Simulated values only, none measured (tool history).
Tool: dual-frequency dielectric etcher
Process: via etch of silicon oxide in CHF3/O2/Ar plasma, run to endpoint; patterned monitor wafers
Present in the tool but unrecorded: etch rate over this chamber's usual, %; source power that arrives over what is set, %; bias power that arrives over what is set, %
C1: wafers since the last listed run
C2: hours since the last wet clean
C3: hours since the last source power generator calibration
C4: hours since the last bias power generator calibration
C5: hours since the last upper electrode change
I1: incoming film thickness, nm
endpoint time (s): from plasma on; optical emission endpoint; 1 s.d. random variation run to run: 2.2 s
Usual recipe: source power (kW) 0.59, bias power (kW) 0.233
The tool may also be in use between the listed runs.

Run 1, hour 0: usual settings but bias power (kW) 0.193; C1 0; C2 380.2; C3 1050.7; C4 3379.8; C5 3640.9; I1 716.9. Result: endpoint time (s) 360.2.
Run 2, hour 21.1: usual settings; C1 112; C2 401.3; C3 1071.8; C4 3400.9; C5 3662; I1 706.5. Result: endpoint time (s) 328.5.
At hour 58.8: wet clean of the chamber.
Run 3, hour 59.3: usual settings; C1 75; C2 0.5; C3 1110; C4 3439.1; C5 3700.2; I1 712.5. Result: endpoint time (s) 338.9.
Run 4, hour 77.5: usual settings; C1 97; C2 18.7; C3 1128.2; C4 3457.3; C5 3718.4; I1 709.3. Result: endpoint time (s) 335.1.
Run 5, hour 118.6: usual settings; C1 219; C2 59.8; C3 1169.3; C4 3498.4; C5 3759.5; I1 705.7. Result: endpoint time (s) 333.3.
Run 6, hour 134.7: usual settings; C1 86; C2 75.9; C3 1185.4; C4 3514.5; C5 3775.6; I1 708.2. Result: endpoint time (s) 334.2.
Run 7, hour 168.9: usual settings; C1 182; C2 110.1; C3 1219.6; C4 3548.7; C5 3809.8; I1 713.6. Result: endpoint time (s) 335.9.
Run 8, hour 183.5: usual settings but source power (kW) 0.66, bias power (kW) 0.279; C1 78; C2 124.7; C3 1234.2; C4 3563.3; C5 3824.4; I1 702.8. Result: endpoint time (s) 296.2.
Run 9, hour 198.1: usual settings; C1 78; C2 139.3; C3 1248.8; C4 3577.9; C5 3839; I1 707.2. Result: endpoint time (s) 335.1.
Run 10, hour 232.7: usual settings but bias power (kW) 0.22; C1 184; C2 173.9; C3 1283.4; C4 3612.5; C5 3873.6; I1 705.6. Result: endpoint time (s) 339.7.
At hour 240.5: bias power generator calibrated.
Run 11, hour 263.1: usual settings but bias power (kW) 0.189; C1 141; C2 204.3; C3 1313.8; C4 22.6; C5 3904; I1 703.9. Result: endpoint time (s) 362.6.
At hour 324.2: upper electrode replaced.
Run 12, hour 344.2: usual settings but bias power (kW) 0.189; C1 305; C2 285.4; C3 1394.9; C4 103.7; C5 20; I1 710.5. Result: endpoint time (s) 362.8.
Run 13, hour 374: usual settings but bias power (kW) 0.189; C1 159; C2 315.2; C3 1424.7; C4 133.5; C5 49.8; I1 703.1. Result: endpoint time (s) 356.9.
Run 14, hour 389.7: usual settings; C1 83; C2 330.9; C3 1440.4; C4 149.2; C5 65.5; I1 709.1. Result: endpoint time (s) 327.4.
Run 15, hour 402.3: usual settings but source power (kW) 0.72, bias power (kW) 0.196; C1 67; C2 343.5; C3 1453; C4 161.8; C5 78.1; I1 712.7. Result: endpoint time (s) 327.1.
At hour 420.4: source power generator calibrated.
Run 16, hour 437.7: usual settings; C1 167; C2 378.9; C3 17.3; C4 197.2; C5 113.5; I1 711.6. Result: endpoint time (s) 326.1.
Run 17, hour 463.3: usual settings; C1 136; C2 404.5; C3 42.9; C4 222.8; C5 139.1; I1 707.8. Result: endpoint time (s) 327.3.
Run 18, hour 492.6: usual settings but source power (kW) 0.67, bias power (kW) 0.254; C1 156; C2 433.8; C3 72.2; C4 252.1; C5 168.4; I1 700.8. Result: endpoint time (s) 294.6.
Run 19, hour 513.9: usual settings but source power (kW) 0.47, bias power (kW) 0.259; C1 113; C2 455.1; C3 93.5; C4 273.4; C5 189.7; I1 711.6. Result: endpoint time (s) 342.9.
Run 20, hour 538.9: usual settings but source power (kW) 0.53; C1 133; C2 480.1; C3 118.5; C4 298.4; C5 214.7; I1 704.8. Result: endpoint time (s) 341.8.
Run 21, hour 563.5: usual settings but source power (kW) 0.5, bias power (kW) 0.218; C1 131; C2 504.7; C3 143.1; C4 323; C5 239.3; I1 704. Result: endpoint time (s) 354.2.
Run 22, hour 577.3: usual settings but source power (kW) 0.52, bias power (kW) 0.253; C1 73; C2 518.5; C3 156.9; C4 336.8; C5 253.1; I1 708.7. Result: endpoint time (s) 332.7.
At hour 602.9: wet clean of the chamber.
Run 23, hour 603.4: usual settings but source power (kW) 0.63, bias power (kW) 0.286; C1 11; C2 0.5; C3 183; C4 362.9; C5 279.2; I1 707. Result: endpoint time (s) 301.9.
Run 24, hour 609.4: usual settings but source power (kW) 0.63, bias power (kW) 0.215; C1 32; C2 6.5; C3 189; C4 368.9; C5 285.2; I1 709.9. Result: endpoint time (s) 336.
Run 25, hour 644: usual settings; C1 184; C2 41.1; C3 223.6; C4 403.5; C5 319.8; I1 704.7. Result: endpoint time (s) 331.2.
Run 26, hour 673.5: usual settings but bias power (kW) 0.259; C1 157; C2 70.6; C3 253.1; C4 433; C5 349.3; I1 708.5. Result: endpoint time (s) 320.
Run 27, hour 709.2: usual settings but source power (kW) 0.47, bias power (kW) 0.19; C1 190; C2 106.3; C3 288.8; C4 468.7; C5 385; I1 704.5. Result: endpoint time (s) 403.3.
Run 28, hour 742.2: usual settings but source power (kW) 0.48; C1 176; C2 139.3; C3 321.8; C4 501.7; C5 418; I1 708.2. Result: endpoint time (s) 366.4.
Run 29, hour 757.8: usual settings but source power (kW) 0.66; C1 83; C2 154.9; C3 337.4; C4 517.3; C5 433.6; I1 711. Result: endpoint time (s) 317.3.

Below are 4 alternative next runs, each starting from the tool's condition after run 29. Predict each:
Run A, hour 758.3: usual settings; C1 2; C2 155.4; C3 337.9; C4 517.8; C5 434.1; I1 711.4. Result: endpoint time (s) ?.
Run B, hour 758.3: usual settings but source power (kW) 0.5, bias power (kW) 0.261; C1 2; C2 155.4; C3 337.9; C4 517.8; C5 434.1; I1 711.4. Result: endpoint time (s) ?.
Run C, hour 758.3: usual settings but source power (kW) 0.71, bias power (kW) 0.287; C1 2; C2 155.4; C3 337.9; C4 517.8; C5 434.1; I1 711.4. Result: endpoint time (s) ?.
Run D, hour 758.3: usual settings but source power (kW) 0.65, bias power (kW) 0.288; C1 2; C2 155.4; C3 337.9; C4 517.8; C5 434.1; I1 711.4. Result: endpoint time (s) ?.

run  endpoint time (s)
  A              339.1
  B              347.2
  C              287.7
  D                298
Without the tool's unlogged condition, the same runs would have read:
run  endpoint time (s)
  A              344.4
  B              352.6
  C              292.2
  D              302.6

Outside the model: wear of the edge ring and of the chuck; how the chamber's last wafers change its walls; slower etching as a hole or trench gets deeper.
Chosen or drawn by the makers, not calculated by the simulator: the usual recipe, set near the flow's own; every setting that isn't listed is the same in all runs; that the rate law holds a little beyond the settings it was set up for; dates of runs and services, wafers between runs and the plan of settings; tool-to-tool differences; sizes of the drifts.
